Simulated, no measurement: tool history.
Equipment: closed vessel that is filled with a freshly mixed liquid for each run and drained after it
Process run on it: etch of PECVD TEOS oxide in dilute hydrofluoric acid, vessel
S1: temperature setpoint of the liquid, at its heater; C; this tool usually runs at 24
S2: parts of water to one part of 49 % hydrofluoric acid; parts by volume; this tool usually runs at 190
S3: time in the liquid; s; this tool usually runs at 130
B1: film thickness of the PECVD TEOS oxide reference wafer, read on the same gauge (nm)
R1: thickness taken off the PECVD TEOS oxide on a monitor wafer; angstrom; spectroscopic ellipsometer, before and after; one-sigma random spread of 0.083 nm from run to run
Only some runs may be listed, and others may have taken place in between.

run,hour,S1,S2,S3,B1,R1
1,0,24,190,130,100.02,157
2,48.5,24,190,130,100.01,157
3,84.7,24,190,130,100,156.4
4,137,24,190,85,100,102.4
5,174.6,24,160,130,100.02,192.1
6,208.8,24,160,130,99.99,192.3
7,240.8,24,160,130,100,191.7
8,273.1,24,190,130,100.02,157.4
9,306.6,24,190,130,99.99,157.5
10,353.4,24,190,130,100,156.8
11,393.1,24,190,130,99.99,157.8
12,436.4,24,190,130,100.03,156.2
13,474.7,28.5,255,130,100,127.9
14,528.9,28.5,255,130,99.99,129.6
15,600.6,19.5,240,110,100.05,84.3
16,663.3,24,115,175,99.99,375.5
# hour 686.2: gauge calibrated
17,706.4,24,190,130,100.03,157.8
18,758.6,21.5,240,160,100,132.1
19,821,26,215,195,99.97,218.6
20,877.7,20.5,190,130,100.01,137.1
21,918.2,24,190,130,100,156.1
# hour 965.6: thermometer replaced
22,979.1,24,190,130,100.02,168.4
# hour 1026.3: hydrofluoric acid flow meter replaced
23,1031.1,24,245,190,100.04,172.3
24,1091.9,28.5,250,190,99.99,198
25,1117.9,22,270,130,99.98,97
26,1146.3,22,270,130,100.02,96.5
27,1217.3,28,190,130,99.98,185.7
28,1362.4,24,115,85,99.98,189.2
29,1420.4,27,115,130,100.04,325.5
30,1450.3,24,130,100,100,194.5
31,1518.6,21.5,220,165,100.01,156.6
32,1563.2,26.5,165,75,100,121.6

Measured minus without-hidden-state, run by run (identical run-to-run variation in each term; gauge scatter may differ):
What the log doesn't record here: liquid colder than its thermometer reads (K); hydrofluoric acid flow above the setpoint (%); gauge reads high (%).
run,R1
1,-8.2
2,-8.2
3,-8.2
4,-5.3
5,-10.3
6,-10.4
7,-10.3
8,-8.2
9,-8.2
10,-8
11,-8.1
12,-8.1
13,-5.3
14,-5.3
15,-4.5
16,-21.6
17,-8
18,-6.6
19,-10
20,-7.5
21,-7.9
22,+3.7
23,-4.1
24,-4.3
25,-2.3
26,-2.2
27,-4.1
28,-5.1
29,-8.4
30,-5.2
31,-3.6
32,-2.8

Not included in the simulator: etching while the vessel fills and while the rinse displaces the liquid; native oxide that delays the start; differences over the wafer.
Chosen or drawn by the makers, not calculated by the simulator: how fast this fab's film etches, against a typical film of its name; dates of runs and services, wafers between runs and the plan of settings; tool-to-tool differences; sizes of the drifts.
